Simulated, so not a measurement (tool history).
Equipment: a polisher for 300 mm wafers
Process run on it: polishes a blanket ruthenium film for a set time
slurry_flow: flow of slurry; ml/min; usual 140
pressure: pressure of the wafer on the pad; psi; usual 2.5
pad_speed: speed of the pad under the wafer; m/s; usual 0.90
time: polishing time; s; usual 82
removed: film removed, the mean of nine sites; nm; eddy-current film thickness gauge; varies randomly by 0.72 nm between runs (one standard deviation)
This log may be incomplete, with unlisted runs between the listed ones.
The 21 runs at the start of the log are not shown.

| run | day | slurry_flow | pressure | pad_speed | time | incoming thickness of the incoming film, nm | removed |
|---|---|---|---|---|---|---|---|
| 22 | 42.496 | 140 | 2.5 | 0.90 | 82 | 346.1 | 84.0 |
| 23 | 44.058 | 140 | 2.5 | 0.90 | 82 | 354.1 | 83.8 |
|  | 45.242 | worn pad replaced by a new one |
| 24 | 46.529 | 140 | 2.5 | 0.66 | 82 | 351.0 | 59.8 |
| 25 | 48.646 | 160 | 3.2 | 0.78 | 67 | 351.8 | 74.2 |
| 26 | 50.396 | 140 | 2.5 | 1.18 | 82 | 346.9 | 104.7 |
| 27 | 51.417 | 140 | 2.5 | 0.90 | 82 | 351.5 | 78.9 |
| 28 | 52.767 | 180 | 2.5 | 1.08 | 82 | 344.2 | 101.4 |
|  | 53.483 | head pressure recalibrated |
|  | 54.700 | slurry nozzle cleaned |
| 29 | 54.900 | 140 | 2.5 | 1.04 | 61 | 346.4 | 77.9 |
| 30 | 56.946 | 140 | 2.8 | 0.62 | 82 | 348.0 | 68.1 |
| 31 | 59.708 | 140 | 2.9 | 0.72 | 82 | 347.9 | 78.5 |
| 32 | 60.858 | 115 | 2.5 | 1.14 | 82 | 352.2 | 101.8 |
|  | 62.483 | worn pad replaced by a new one |
| 33 | 66.567 | 185 | 2.5 | 1.12 | 71 | 343.3 | 93.5 |
|  | 68.700 | slurry nozzle cleaned |
| 34 | 68.812 | 155 | 3.3 | 0.90 | 111 | 346.6 | 162.5 |
| 35 | 70.433 | 140 | 2.5 | 1.18 | 82 | 346.2 | 113.9 |
| 36 | 71.579 | 120 | 2.2 | 0.90 | 82 | 346.7 | 73.7 |
| 37 | 73.367 | 140 | 2.5 | 0.90 | 82 | 348.6 | 83.2 |

Consider 4 possible next runs. They are alternatives, not a sequence: every one starts from the tool as it was left by run 37. What does each give?
| A | 73.383 | 140 | 2.5 | 0.90 | 82 | 350.7 | ? |
| B | 73.383 | 100 | 2.2 | 0.90 | 82 | 350.7 | ? |
| C | 73.383 | 140 | 3.1 | 0.68 | 104 | 350.7 | ? |
| D | 73.383 | 140 | 2.2 | 0.90 | 82 | 350.7 | ? |

| run | removed |
|---|---|
| A | 84.7 |
| B | 67.5 |
| C | 100.3 |
| D | 74.8 |
With the hidden condition removed and each run's random variation left untouched, the same runs would have given:
| run | removed |
|---|---|
| A | 91.8 |
| B | 74.8 |
| C | 108.6 |
| D | 81.0 |

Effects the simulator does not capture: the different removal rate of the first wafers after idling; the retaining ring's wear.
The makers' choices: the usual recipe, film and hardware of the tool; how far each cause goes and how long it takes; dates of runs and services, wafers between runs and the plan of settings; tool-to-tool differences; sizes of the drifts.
